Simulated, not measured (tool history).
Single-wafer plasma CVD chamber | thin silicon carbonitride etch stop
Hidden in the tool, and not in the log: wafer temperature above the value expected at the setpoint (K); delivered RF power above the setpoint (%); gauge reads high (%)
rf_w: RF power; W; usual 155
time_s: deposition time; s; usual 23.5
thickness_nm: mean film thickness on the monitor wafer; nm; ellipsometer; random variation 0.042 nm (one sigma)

run	hour	rf_w	time_s	wafers since the last listed run	hours since the last thermocouple change	hours since the last RF generator calibration	hours since the showerhead was replaced	hours since the gauge calibration	read-back reference wafer on the same gauge, thickness_nm	thickness_nm
1	0	155	21.8	0	569.3	1420.5	4300.2	1048.7	9.396	10.256
2	77.8	155	21.8	1773	647.1	1498.3	4378	1126.5	9.405	10.274
3	161.1	155	19.9	1898	730.4	1581.6	4461.3	1209.8	9.398	9.37
4	202.4	155	19.9	941	771.7	1622.9	4502.6	1251.1	9.397	9.379
5	479.8	155	19.9	6322	1049.1	1900.3	4780	1528.5	9.413	9.397
6	540.2	155	23.5	1376	1109.5	1960.7	4840.4	1588.9	9.397	11.082
7	637.4	155	23.5	2215	1206.7	2057.9	4937.6	1686.1	9.394	10.988
8	700.6	155	23.5	1440	1269.9	2121.1	5000.8	1749.3	9.405	11.057
9	738.7	155	23.5	868	1308	2159.2	5038.9	1787.4	9.396	11.105
10	828.1	155	23.5	2037	1397.4	2248.6	5128.3	1876.8	9.398	10.998
11	864.2	155	23.5	822	1433.5	2284.7	5164.4	1912.9	9.404	11.043
# hour 936.8: gauge calibrated
# hour 977.3: showerhead replaced, of another model than before
12	977.8	170	23.5	2406	1547.1	2398.3	0.5	41	9.399	11.228
13	1040.1	170	23.5	1419	1609.4	2460.6	62.8	103.3	9.392	11.135
14	1126.5	155	25.5	1969	1695.8	2547	149.2	189.7	9.398	11.657
15	1219.7	155	25.5	2124	1789	2640.2	242.4	282.9	9.391	11.583
16	1265.2	175	23.5	1037	1834.5	2685.7	287.9	328.4	9.397	11.221
17	1316.6	175	26.5	1171	1885.9	2737.1	339.3	379.8	9.405	12.733
18	1375.9	165	20.9	1351	1945.2	2796.4	398.6	439.1	9.398	9.791
# hour 1400: RF generator calibrated
19	1427.9	165	20.4	1002	1997.2	27.9	450.6	491.1	9.407	9.939
20	1479.2	140	26.8	1169	2048.5	79.2	501.9	542.4	9.4	12.202
# hour 1532.9: thermocouple changed; heater temperature recalibrated
21	1616.8	185	23.5	2953	83.9	216.8	639.5	680	9.408	11.988
22	1702.2	155	23.5	1946	169.3	302.2	724.9	765.4	9.408	11.084
23	1747.6	170	20.2	1034	214.7	347.6	770.3	810.8	9.403	10.014
24	1789.4	140	27.2	952	256.5	389.4	812.1	852.6	9.397	12.286
25	1882.3	155	23.5	2117	349.4	482.3	905	945.5	9.403	11.154
26	1957.1	145	25.1	1704	424.2	557.1	979.8	1020.3	9.404	11.518
27	2035.7	135	27.5	1791	502.8	635.7	1058.4	1098.9	9.391	12.198
28	2120.3	185	26.3	1928	587.4	720.3	1143	1183.5	9.401	13.402
29	2176.4	125	23.5	1278	643.5	776.4	1199.1	1239.6	9.407	10.095
30	2218.2	155	23.5	952	685.3	818.2	1240.9	1281.4	9.389	11.159
31	2264.7	130	21.5	1059	731.8	864.7	1287.4	1327.9	9.394	9.339

The same runs without the tool's hidden state, with the same run-to-run variation:
run	thickness_nm
1	10.332
2	10.358
3	9.455
4	9.468
5	9.517
6	11.232
7	11.152
8	11.231
9	11.287
10	11.193
11	11.244
12	11.634
13	11.56
14	12.134
15	12.095
16	11.735
17	13.34
18	10.28
19	9.965
20	12.233
21	12.022
22	11.118
23	10.047
24	12.328
25	11.197
26	11.567
27	12.257
28	13.476
29	10.155
30	11.23
31	9.403

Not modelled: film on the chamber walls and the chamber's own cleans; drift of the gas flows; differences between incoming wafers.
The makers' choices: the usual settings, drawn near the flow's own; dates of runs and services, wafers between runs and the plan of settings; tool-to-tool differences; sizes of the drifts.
